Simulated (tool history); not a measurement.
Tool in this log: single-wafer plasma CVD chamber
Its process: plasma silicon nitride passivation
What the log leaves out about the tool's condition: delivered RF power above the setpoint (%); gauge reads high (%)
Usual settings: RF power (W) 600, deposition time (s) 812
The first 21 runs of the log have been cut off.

| run | day | RF power (W) | deposition time (s) | wafers since the last listed run | hours since the last RF generator calibration | hours since the showerhead was replaced | hours since the gauge calibration | read-back reference wafer on the same gauge, thickness_nm | mean film thickness on the monitor wafer (nm) |
|---|---|---|---|---|---|---|---|---|---|
| 22 | 72.775 | 560 | 687 | 131 | 916.5 | 660.7 | 200.0 | 1249.181 | 1029.889 |
|  | 74.304 | RF generator calibrated |
| 23 | 75.771 | 600 | 812 | 120 | 35.2 | 732.6 | 271.9 | 1248.925 | 1252.348 |
| 24 | 79.354 | 560 | 937 | 161 | 121.2 | 818.6 | 357.9 | 1250.639 | 1439.012 |
| 25 | 83.138 | 645 | 812 | 170 | 212.0 | 909.4 | 448.7 | 1249.283 | 1274.280 |
| 26 | 86.717 | 700 | 854 | 161 | 297.9 | 995.3 | 534.6 | 1249.383 | 1369.781 |
| 27 | 88.262 | 600 | 812 | 69 | 335.0 | 1032.4 | 571.7 | 1250.524 | 1254.106 |
| 28 | 91.000 | 640 | 761 | 123 | 400.7 | 1098.1 | 637.4 | 1248.498 | 1192.596 |
| 29 | 94.508 | 520 | 663 | 158 | 484.9 | 1182.3 | 721.6 | 1248.999 | 999.287 |
| 30 | 98.242 | 600 | 812 | 168 | 574.5 | 1271.9 | 811.2 | 1249.787 | 1253.541 |

Alternative continuations, all from the tool just after run 30; predict every row:
| A | 98.267 | 600 | 812 | 1 | 575.1 | 1272.5 | 811.8 | ? | ? |
| B | 98.267 | 545 | 665 | 1 | 575.1 | 1272.5 | 811.8 | ? | ? |
| C | 98.267 | 600 | 723 | 1 | 575.1 | 1272.5 | 811.8 | ? | ? |

| run | read-back reference wafer on the same gauge, thickness_nm | mean film thickness on the monitor wafer (nm) |
|---|---|---|
| A | 1250.144 | 1254.130 |
| B | 1250.144 | 1008.596 |
| C | 1250.144 | 1116.670 |
What these runs would have given with no unlogged condition in the tool:
| run | mean film thickness on the monitor wafer (nm) |
|---|---|
| A | 1263.211 |
| B | 1015.899 |
| C | 1124.756 |

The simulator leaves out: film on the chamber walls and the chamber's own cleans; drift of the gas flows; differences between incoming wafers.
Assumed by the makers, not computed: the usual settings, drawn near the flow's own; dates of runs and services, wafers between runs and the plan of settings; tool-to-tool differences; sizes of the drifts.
